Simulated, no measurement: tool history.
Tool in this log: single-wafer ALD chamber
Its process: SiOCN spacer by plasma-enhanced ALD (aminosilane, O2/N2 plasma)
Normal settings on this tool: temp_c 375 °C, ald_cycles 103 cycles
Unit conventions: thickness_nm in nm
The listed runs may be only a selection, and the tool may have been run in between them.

run,day,temp_c,ald_cycles,wafers since the last listed run,hours since the last thermocouple change,hours since the gauge calibration,"read-back reference wafer on the same gauge, thickness_nm",thickness_nm
1,0.000,375,91,0,1531.1,591.8,5.414,4.757
2,0.788,375,89,70,1550.0,610.7,5.416,4.629
3,1.933,375,89,102,1577.5,638.2,5.420,4.667
4,3.371,375,103,128,1612.0,672.7,5.424,5.391
5,4.679,375,103,116,1643.4,704.1,5.426,5.418
6,5.471,375,103,70,1662.4,723.1,5.426,5.405
7,6.954,375,103,132,1698.0,758.7,5.426,5.397
8,7.646,375,103,61,1714.6,775.3,5.431,5.407
9,8.300,375,103,58,1730.3,791.0,5.435,5.405
10,9.438,375,103,101,1757.6,818.3,5.439,5.433
11,10.300,375,103,77,1778.3,839.0,5.441,5.414
12,11.329,375,103,91,1803.0,863.7,5.434,5.407
13,15.338,375,103,357,1899.2,959.9,5.451,5.427
14,16.775,385,103,128,1933.7,994.4,5.455,5.456
15,20.721,385,103,352,2028.4,1089.1,5.466,5.440
16,21.538,385,103,72,2048.0,1108.7,5.472,5.438
17,22.767,375,92,109,2077.5,1138.2,5.471,4.843
18,23.492,375,92,64,2094.9,1155.6,5.476,4.845
19,24.779,375,92,114,2125.8,1186.5,5.486,4.855
20,25.304,375,103,46,2138.4,1199.1,5.484,5.458
21,25.962,375,103,58,2154.2,1214.9,5.487,5.450
22,26.608,375,103,57,2169.7,1230.4,5.485,5.495
# day 27.125: thermocouple changed; heater temperature recalibrated
23,27.325,371,123,34,4.8,1247.6,5.488,6.536
24,27.846,375,87,46,17.3,1260.1,5.491,4.609
25,28.421,384,103,51,31.1,1273.9,5.495,5.478
26,29.000,368,86,51,45.0,1287.8,5.494,4.577
27,29.983,364,103,87,68.6,1311.4,5.500,5.468
28,30.633,375,103,58,84.2,1327.0,5.506,5.483
# day 30.704: gauge calibrated
29,31.296,385,103,59,100.1,14.2,5.369,5.349
30,35.358,367,103,362,197.6,111.7,5.371,5.360
31,36.142,375,103,69,216.4,130.5,5.374,5.369
32,36.725,364,103,52,230.4,144.5,5.376,5.333
33,38.212,390,103,132,266.1,180.2,5.373,5.355
34,39.662,375,103,129,300.9,215.0,5.378,5.342
35,40.858,375,103,106,329.6,243.7,5.374,5.369
36,41.862,375,121,89,353.7,267.8,5.372,6.268
37,42.412,364,108,49,366.9,281.0,5.376,5.604
38,43.750,384,120,119,399.0,313.1,5.373,6.246
39,45.167,360,94,126,433.0,347.1,5.379,4.889
40,45.792,375,103,55,448.0,362.1,5.379,5.371
41,46.950,375,103,103,475.8,389.9,5.379,5.338
42,48.092,389,122,101,503.2,417.3,5.380,6.343
43,49.029,380,103,83,525.7,439.8,5.381,5.354
44,50.058,387,109,91,550.4,464.5,5.384,5.667
45,50.825,383,94,68,568.8,482.9,5.388,4.887
46,51.350,387,124,46,581.4,495.5,5.387,6.444

Give the tool's hidden conditions for every run:
wafer temperature above the value expected at the setpoint (K): 0 on each run
H1: gauge reads high (%)
run,H1
1,0.47
2,0.496
3,0.535
4,0.587
5,0.636
6,0.667
7,0.728
8,0.757
9,0.785
10,0.835
11,0.874
12,0.922
13,1.12
14,1.2
15,1.43
16,1.47
17,1.55
18,1.6
19,1.68
20,1.71
21,1.76
22,1.8
23,1.85
24,1.88
25,1.92
26,1.97
27,2.04
28,2.08
29,-0.354
30,-0.34
31,-0.335
32,-0.331
33,-0.318
34,-0.302
35,-0.287
36,-0.273
37,-0.264
38,-0.243
39,-0.217
40,-0.205
41,-0.181
42,-0.156
43,-0.134
44,-0.108
45,-0.0881
46,-0.074

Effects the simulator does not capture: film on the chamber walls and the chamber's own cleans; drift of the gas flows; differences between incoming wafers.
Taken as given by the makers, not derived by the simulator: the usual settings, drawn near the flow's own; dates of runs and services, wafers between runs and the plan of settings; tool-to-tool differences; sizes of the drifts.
